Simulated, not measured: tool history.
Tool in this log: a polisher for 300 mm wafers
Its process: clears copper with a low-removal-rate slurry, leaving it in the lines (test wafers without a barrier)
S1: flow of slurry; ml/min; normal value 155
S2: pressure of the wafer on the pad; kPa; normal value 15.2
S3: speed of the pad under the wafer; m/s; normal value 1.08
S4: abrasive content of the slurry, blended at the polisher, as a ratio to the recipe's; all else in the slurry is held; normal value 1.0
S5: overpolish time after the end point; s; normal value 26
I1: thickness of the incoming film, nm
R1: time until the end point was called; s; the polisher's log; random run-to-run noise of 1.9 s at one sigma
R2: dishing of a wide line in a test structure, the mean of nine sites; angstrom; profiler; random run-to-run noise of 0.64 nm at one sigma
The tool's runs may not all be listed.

run 1 hour=0.0 | S1=155 S2=15.2 S3=1.08 S4=1.0 S5=26 | I1=258.9 | R1=123.5 R2=267
run 2 hour=7.3 | S1=155 S2=15.2 S3=1.08 S4=1.0 S5=26 | I1=262.3 | R1=126.5 R2=272
run 3 hour=19.9 | S1=155 S2=15.2 S3=1.08 S4=1.0 S5=26 | I1=263.0 | R1=127.5 R2=265
-- hour=26.9 slurry blender recalibrated
run 4 hour=34.8 | S1=155 S2=15.2 S3=1.08 S4=1.0 S5=26 | I1=258.8 | R1=128.2 R2=267
-- hour=41.8 worn pad replaced by a new one
run 5 hour=54.5 | S1=155 S2=15.2 S3=1.08 S4=1.0 S5=26 | I1=261.1 | R1=134.5 R2=255
run 6 hour=75.3 | S1=155 S2=15.2 S3=1.08 S4=1.0 S5=26 | I1=255.4 | R1=135.5 R2=250
run 7 hour=88.4 | S1=155 S2=15.2 S3=1.08 S4=1.0 S5=26 | I1=264.3 | R1=143.8 R2=254
run 8 hour=99.7 | S1=155 S2=15.2 S3=1.08 S4=1.0 S5=26 | I1=257.0 | R1=138.4 R2=248
run 9 hour=111.3 | S1=155 S2=15.2 S3=1.08 S4=1.0 S5=26 | I1=263.0 | R1=138.7 R2=269
-- hour=122.0 slurry nozzle cleaned
-- hour=162.2 slurry blender recalibrated, repeated, since the last time left the tool worse
run 10 hour=164.7 | S1=125 S2=18.6 S3=1.08 S4=1.1 S5=10 | I1=255.3 | R1=102.8 R2=177
-- hour=175.6 head pressure recalibrated
run 11 hour=181.6 | S1=120 S2=11.7 S3=1.20 S4=1.0 S5=18 | I1=259.0 | R1=142.3 R2=204
-- hour=186.3 worn pad replaced by a new one
run 12 hour=199.1 | S1=155 S2=15.2 S3=1.26 S4=1.3 S5=35 | I1=258.7 | R1=100.0 R2=333
run 13 hour=215.3 | S1=155 S2=15.2 S3=1.44 S4=1.0 S5=26 | I1=261.3 | R1=93.9 R2=301
run 14 hour=249.3 | S1=155 S2=15.2 S3=1.08 S4=1.0 S5=13 | I1=260.0 | R1=125.1 R2=180
run 15 hour=263.6 | S1=125 S2=20.0 S3=0.86 S4=1.0 S5=26 | I1=261.3 | R1=128.0 R2=272
run 16 hour=271.2 | S1=115 S2=15.2 S3=1.28 S4=1.0 S5=33 | I1=263.5 | R1=116.0 R2=323
-- hour=285.5 slurry blender recalibrated
run 17 hour=286.7 | S1=155 S2=15.2 S3=1.30 S4=1.0 S5=26 | I1=258.4 | R1=98.6 R2=296
run 18 hour=303.1 | S1=130 S2=18.6 S3=1.08 S4=1.0 S5=26 | I1=258.1 | R1=104.3 R2=296
run 19 hour=318.6 | S1=185 S2=10.3 S3=1.08 S4=0.7 S5=40 | I1=259.0 | R1=178.7 R2=278
run 20 hour=331.9 | S1=155 S2=15.2 S3=1.08 S4=1.0 S5=13 | I1=263.8 | R1=125.5 R2=187
run 21 hour=341.9 | S1=155 S2=15.2 S3=1.08 S4=1.0 S5=26 | I1=265.2 | R1=127.7 R2=277
-- hour=351.4 worn pad replaced by a new one
run 22 hour=355.1 | S1=155 S2=15.2 S3=1.08 S4=1.0 S5=26 | I1=262.0 | R1=129.2 R2=258
run 23 hour=372.5 | S1=155 S2=15.2 S3=0.82 S4=1.0 S5=36 | I1=257.1 | R1=164.1 R2=277
run 24 hour=383.5 | S1=155 S2=15.2 S3=1.08 S4=1.0 S5=19 | I1=260.0 | R1=125.8 R2=233
run 25 hour=391.4 | S1=210 S2=15.2 S3=0.84 S4=0.9 S5=26 | I1=263.1 | R1=156.6 R2=241
run 26 hour=399.8 | S1=155 S2=11.7 S3=1.26 S4=1.0 S5=20 | I1=257.8 | R1=135.2 R2=230
-- hour=410.5 slurry blender recalibrated
run 27 hour=411.1 | S1=155 S2=15.2 S3=1.08 S4=1.0 S5=22 | I1=260.0 | R1=121.3 R2=263
run 28 hour=419.5 | S1=155 S2=15.2 S3=1.08 S4=1.0 S5=26 | I1=257.2 | R1=120.6 R2=270
run 29 hour=432.2 | S1=120 S2=15.2 S3=1.08 S4=1.0 S5=26 | I1=258.2 | R1=130.0 R2=265

What if the next run were any one of these 3? Each begins from the tool's condition after run 29:
run A hour=432.7 | S1=155 S2=15.2 S3=1.08 S4=1.0 S5=39 | I1=264.5 | R1=? R2=?
run B hour=432.7 | S1=155 S2=17.9 S3=1.08 S4=1.0 S5=31 | I1=264.5 | R1=? R2=?
run C hour=432.7 | S1=155 S2=19.3 S3=1.08 S4=1.0 S5=26 | I1=264.5 | R1=? R2=?

run=A R1=126.9 R2=322
run=B R1=110.3 R2=317
run=C R1=103.5 R2=305
Without the tool's hidden state the same runs would have given:
run=A R1=124.3 R2=324
run=B R1=108.0 R2=319
run=C R1=101.3 R2=308
